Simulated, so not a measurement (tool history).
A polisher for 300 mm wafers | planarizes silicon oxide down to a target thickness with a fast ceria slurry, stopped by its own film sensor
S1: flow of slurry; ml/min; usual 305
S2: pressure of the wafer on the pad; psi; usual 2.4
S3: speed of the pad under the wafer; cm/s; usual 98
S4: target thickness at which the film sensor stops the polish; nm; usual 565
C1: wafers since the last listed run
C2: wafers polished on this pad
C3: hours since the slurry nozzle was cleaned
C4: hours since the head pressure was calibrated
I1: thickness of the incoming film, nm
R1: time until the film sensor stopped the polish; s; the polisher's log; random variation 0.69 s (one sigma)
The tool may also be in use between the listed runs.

run 1 hour=0.0 | S1=305 S2=2.4 S3=82 S4=705 | C1=0 C2=1190 C3=354.1 C4=929.5 | I1=1433.2 | R1=61.2
run 2 hour=30.9 | S1=305 S2=2.4 S3=82 S4=705 | C1=460 C2=1650 C3=385.0 C4=960.4 | I1=1423.5 | R1=60.9
run 3 hour=66.8 | S1=305 S2=2.4 S3=82 S4=705 | C1=534 C2=2185 C3=420.9 C4=996.3 | I1=1431.2 | R1=60.2
run 4 hour=84.2 | S1=305 S2=3.0 S3=98 S4=565 | C1=259 C2=2444 C3=438.3 C4=1013.7 | I1=1415.6 | R1=50.2
-- hour=109.3 worn pad replaced by a new one
run 5 hour=115.9 | S1=305 S2=3.0 S3=98 S4=565 | C1=412 C2=98 C3=470.0 C4=1045.4 | I1=1432.4 | R1=51.4
run 6 hour=132.2 | S1=305 S2=2.4 S3=98 S4=565 | C1=242 C2=340 C3=486.3 C4=1061.7 | I1=1434.0 | R1=64.1
run 7 hour=154.5 | S1=305 S2=2.4 S3=98 S4=565 | C1=332 C2=673 C3=508.6 C4=1084.0 | I1=1440.7 | R1=63.4
-- hour=157.9 slurry nozzle cleaned
run 8 hour=181.0 | S1=305 S2=2.4 S3=98 S4=565 | C1=379 C2=1052 C3=23.1 C4=1110.5 | I1=1436.6 | R1=63.4
run 9 hour=212.5 | S1=305 S2=2.4 S3=98 S4=565 | C1=469 C2=1521 C3=54.6 C4=1142.0 | I1=1439.7 | R1=65.4
-- hour=267.4 head pressure recalibrated
run 10 hour=279.7 | S1=305 S2=2.4 S3=98 S4=565 | C1=970 C2=2492 C3=121.8 C4=12.3 | I1=1431.6 | R1=59.0
-- hour=302.0 worn pad replaced by a new one
run 11 hour=302.5 | S1=305 S2=2.1 S3=98 S4=565 | C1=279 C2=6 C3=144.6 C4=35.1 | I1=1439.9 | R1=67.7
run 12 hour=327.4 | S1=305 S2=2.4 S3=80 S4=416 | C1=370 C2=377 C3=169.5 C4=60.0 | I1=1442.0 | R1=80.6
run 13 hour=349.7 | S1=305 S2=2.4 S3=80 S4=416 | C1=332 C2=709 C3=191.8 C4=82.3 | I1=1451.0 | R1=83.3
run 14 hour=362.3 | S1=305 S2=2.4 S3=80 S4=416 | C1=187 C2=897 C3=204.4 C4=94.9 | I1=1460.1 | R1=81.4
run 15 hour=385.1 | S1=305 S2=2.4 S3=98 S4=477 | C1=339 C2=1236 C3=227.2 C4=117.7 | I1=1421.5 | R1=65.0
run 16 hour=405.4 | S1=305 S2=2.4 S3=98 S4=477 | C1=302 C2=1539 C3=247.5 C4=138.0 | I1=1444.9 | R1=66.2
run 17 hour=419.2 | S1=325 S2=2.4 S3=98 S4=565 | C1=205 C2=1744 C3=261.3 C4=151.8 | I1=1457.6 | R1=61.3
run 18 hour=447.5 | S1=305 S2=1.7 S3=98 S4=565 | C1=421 C2=2165 C3=289.6 C4=180.1 | I1=1440.9 | R1=81.6
-- hour=463.3 worn pad replaced by a new one
run 19 hour=478.5 | S1=275 S2=2.7 S3=98 S4=565 | C1=402 C2=225 C3=320.6 C4=211.1 | I1=1429.7 | R1=53.3
run 20 hour=506.7 | S1=225 S2=3.0 S3=98 S4=364 | C1=419 C2=645 C3=348.8 C4=239.3 | I1=1432.6 | R1=62.2
run 21 hour=519.8 | S1=305 S2=1.8 S3=98 S4=565 | C1=195 C2=840 C3=361.9 C4=252.4 | I1=1436.9 | R1=79.0
run 22 hour=532.4 | S1=305 S2=2.4 S3=86 S4=565 | C1=187 C2=1028 C3=374.5 C4=265.0 | I1=1434.7 | R1=65.9
run 23 hour=566.9 | S1=305 S2=3.2 S3=130 S4=694 | C1=513 C2=1541 C3=409.0 C4=299.5 | I1=1447.9 | R1=31.7
run 24 hour=586.2 | S1=355 S2=2.4 S3=98 S4=367 | C1=287 C2=1829 C3=428.3 C4=318.8 | I1=1449.9 | R1=73.8
-- hour=615.8 worn pad replaced by a new one
run 25 hour=618.9 | S1=235 S2=2.4 S3=76 S4=846 | C1=427 C2=46 C3=461.0 C4=351.5 | I1=1430.3 | R1=50.2
run 26 hour=633.8 | S1=305 S2=2.4 S3=98 S4=565 | C1=221 C2=268 C3=475.9 C4=366.4 | I1=1422.9 | R1=59.0
-- hour=645.3 slurry nozzle cleaned
run 27 hour=661.2 | S1=305 S2=2.4 S3=98 S4=565 | C1=393 C2=661 C3=15.9 C4=393.8 | I1=1420.2 | R1=59.8
run 28 hour=684.8 | S1=330 S2=2.4 S3=98 S4=475 | C1=351 C2=1012 C3=39.5 C4=417.4 | I1=1434.9 | R1=67.2
run 29 hour=713.8 | S1=305 S2=3.0 S3=98 S4=565 | C1=431 C2=1444 C3=68.5 C4=446.4 | I1=1444.7 | R1=50.4
run 30 hour=735.1 | S1=385 S2=3.0 S3=84 S4=666 | C1=317 C2=1761 C3=89.8 C4=467.7 | I1=1459.2 | R1=50.2
run 31 hour=763.0 | S1=240 S2=2.9 S3=70 S4=679 | C1=415 C2=2177 C3=117.7 C4=495.6 | I1=1463.5 | R1=60.5
run 32 hour=786.2 | S1=225 S2=2.4 S3=110 S4=565 | C1=345 C2=2522 C3=140.9 C4=518.8 | I1=1427.0 | R1=58.6
-- hour=811.8 worn pad replaced by a new one
run 33 hour=812.3 | S1=270 S2=2.9 S3=98 S4=565 | C1=329 C2=8 C3=167.0 C4=544.9 | I1=1445.7 | R1=51.5
run 34 hour=835.5 | S1=305 S2=2.4 S3=98 S4=565 | C1=345 C2=353 C3=190.2 C4=568.1 | I1=1438.6 | R1=62.6
run 35 hour=861.5 | S1=260 S2=2.9 S3=98 S4=860 | C1=387 C2=740 C3=216.2 C4=594.1 | I1=1440.1 | R1=35.7

Forecast each of these 5 alternatives for the next run:
run A hour=861.9 | S1=250 S2=2.4 S3=98 S4=565 | C1=5 C2=746 C3=216.6 C4=594.5 | I1=1455.5 | R1=?
run B hour=861.9 | S1=385 S2=2.4 S3=98 S4=565 | C1=5 C2=746 C3=216.6 C4=594.5 | I1=1455.5 | R1=?
run C hour=861.9 | S1=265 S2=3.2 S3=98 S4=565 | C1=5 C2=746 C3=216.6 C4=594.5 | I1=1455.5 | R1=?
run D hour=861.9 | S1=225 S2=2.4 S3=130 S4=565 | C1=5 C2=746 C3=216.6 C4=594.5 | I1=1455.5 | R1=?
run E hour=861.9 | S1=230 S2=1.9 S3=98 S4=565 | C1=5 C2=746 C3=216.6 C4=594.5 | I1=1455.5 | R1=?

run=A R1=63.8
run=B R1=61.2
run=C R1=48.5
run=D R1=52.0
run=E R1=79.8
Without the tool's hidden state the same runs would have given:
run=A R1=61.4
run=B R1=58.8
run=C R1=46.6
run=D R1=50.0
run=E R1=76.8
